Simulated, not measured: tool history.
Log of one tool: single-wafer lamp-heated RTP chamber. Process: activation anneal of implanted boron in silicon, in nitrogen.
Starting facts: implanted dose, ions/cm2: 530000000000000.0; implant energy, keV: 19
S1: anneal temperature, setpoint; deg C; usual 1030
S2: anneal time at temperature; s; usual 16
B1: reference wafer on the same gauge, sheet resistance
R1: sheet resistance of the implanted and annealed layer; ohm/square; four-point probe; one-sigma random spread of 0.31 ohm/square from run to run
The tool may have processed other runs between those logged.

{"run": 1, "hour": 0.0, "S1": 1030, "S2": 16, "B1": 177.98, "R1": 204.13}
{"run": 2, "hour": 56.3, "S1": 1030, "S2": 16, "B1": 177.94, "R1": 203.28}
{"run": 3, "hour": 126.8, "S1": 1049, "S2": 19, "B1": 177.95, "R1": 201.52}
{"hour": 156.7, "done": "pyrometer window cleaned and pyrometer calibrated"}
{"hour": 199.2, "done": "gauge calibrated"}
{"hour": 292.0, "done": "reflector plate cleaned"}
{"run": 4, "hour": 394.9, "S1": 1049, "S2": 19, "B1": 177.99, "R1": 202.44}
{"run": 5, "hour": 448.5, "S1": 1030, "S2": 22, "B1": 177.98, "R1": 202.48}
{"run": 6, "hour": 490.9, "S1": 1030, "S2": 22, "B1": 177.95, "R1": 203.24}
{"run": 7, "hour": 570.2, "S1": 1030, "S2": 22, "B1": 178.01, "R1": 201.99}
{"hour": 620.2, "done": "pyrometer window cleaned and pyrometer calibrated"}
{"run": 8, "hour": 621.8, "S1": 1030, "S2": 16, "B1": 177.98, "R1": 204.01}
{"run": 9, "hour": 707.3, "S1": 1030, "S2": 16, "B1": 177.99, "R1": 204.33}
{"hour": 731.3, "done": "reflector plate cleaned"}
{"run": 10, "hour": 800.4, "S1": 1051, "S2": 16, "B1": 178.0, "R1": 202.38}
{"run": 11, "hour": 861.5, "S1": 1051, "S2": 16, "B1": 178.0, "R1": 202.11}
{"run": 12, "hour": 937.6, "S1": 1030, "S2": 16, "B1": 178.01, "R1": 203.16}
{"run": 13, "hour": 974.8, "S1": 1022, "S2": 11, "B1": 178.0, "R1": 204.58}
{"hour": 1015.0, "done": "pyrometer window cleaned and pyrometer calibrated"}
{"run": 14, "hour": 1036.8, "S1": 1006, "S2": 22, "B1": 178.02, "R1": 206.87}
{"run": 15, "hour": 1116.2, "S1": 1009, "S2": 7, "B1": 178.0, "R1": 209.75}
{"hour": 1148.2, "done": "reflector plate cleaned"}
{"run": 16, "hour": 1209.6, "S1": 1019, "S2": 16, "B1": 177.98, "R1": 205.14}
{"run": 17, "hour": 1313.3, "S1": 1030, "S2": 22, "B1": 178.06, "R1": 203.04}
{"run": 18, "hour": 1404.4, "S1": 1009, "S2": 16, "B1": 178.06, "R1": 206.2}
{"hour": 1438.6, "done": "pyrometer window cleaned and pyrometer calibrated"}
{"hour": 1464.7, "done": "gauge calibrated"}
{"run": 19, "hour": 1512.2, "S1": 1030, "S2": 21, "B1": 177.93, "R1": 203.53}
{"hour": 1565.5, "done": "reflector plate cleaned"}
{"run": 20, "hour": 1594.5, "S1": 1013, "S2": 22, "B1": 177.99, "R1": 205.39}
{"run": 21, "hour": 1683.9, "S1": 1054, "S2": 25, "B1": 177.98, "R1": 200.58}
{"run": 22, "hour": 1722.7, "S1": 1048, "S2": 22, "B1": 177.97, "R1": 201.18}
{"run": 23, "hour": 1780.4, "S1": 1048, "S2": 22, "B1": 178.01, "R1": 201.24}
{"run": 24, "hour": 1878.2, "S1": 1054, "S2": 20, "B1": 177.96, "R1": 200.76}
{"hour": 1922.4, "done": "pyrometer window cleaned and pyrometer calibrated"}
{"hour": 1975.9, "done": "reflector plate cleaned"}
{"run": 25, "hour": 2128.5, "S1": 1030, "S2": 26, "B1": 178.05, "R1": 202.61}

Consider 5 possible next runs. They are alternatives, not a sequence: every one starts from the tool as it was left by run 25. What does each give?
{"run": "A", "hour": 2128.9, "S1": 1030, "S2": 19, "B1": "?", "R1": "?"}
{"run": "B", "hour": 2128.9, "S1": 1004, "S2": 19, "B1": "?", "R1": "?"}
{"run": "C", "hour": 2128.9, "S1": 1057, "S2": 22, "B1": "?", "R1": "?"}
{"run": "D", "hour": 2128.9, "S1": 1030, "S2": 24, "B1": "?", "R1": "?"}
{"run": "E", "hour": 2128.9, "S1": 1022, "S2": 25, "B1": "?", "R1": "?"}

run=A B1=178.07 R1=203.08
run=B B1=178.07 R1=206.58
run=C B1=178.07 R1=200.66
run=D B1=178.07 R1=202.54
run=E B1=178.07 R1=203.27
What these runs would have given with no unlogged condition in the tool:
run=A R1=203.45
run=B R1=207.48
run=C R1=200.93
run=D R1=202.92
run=E R1=203.72

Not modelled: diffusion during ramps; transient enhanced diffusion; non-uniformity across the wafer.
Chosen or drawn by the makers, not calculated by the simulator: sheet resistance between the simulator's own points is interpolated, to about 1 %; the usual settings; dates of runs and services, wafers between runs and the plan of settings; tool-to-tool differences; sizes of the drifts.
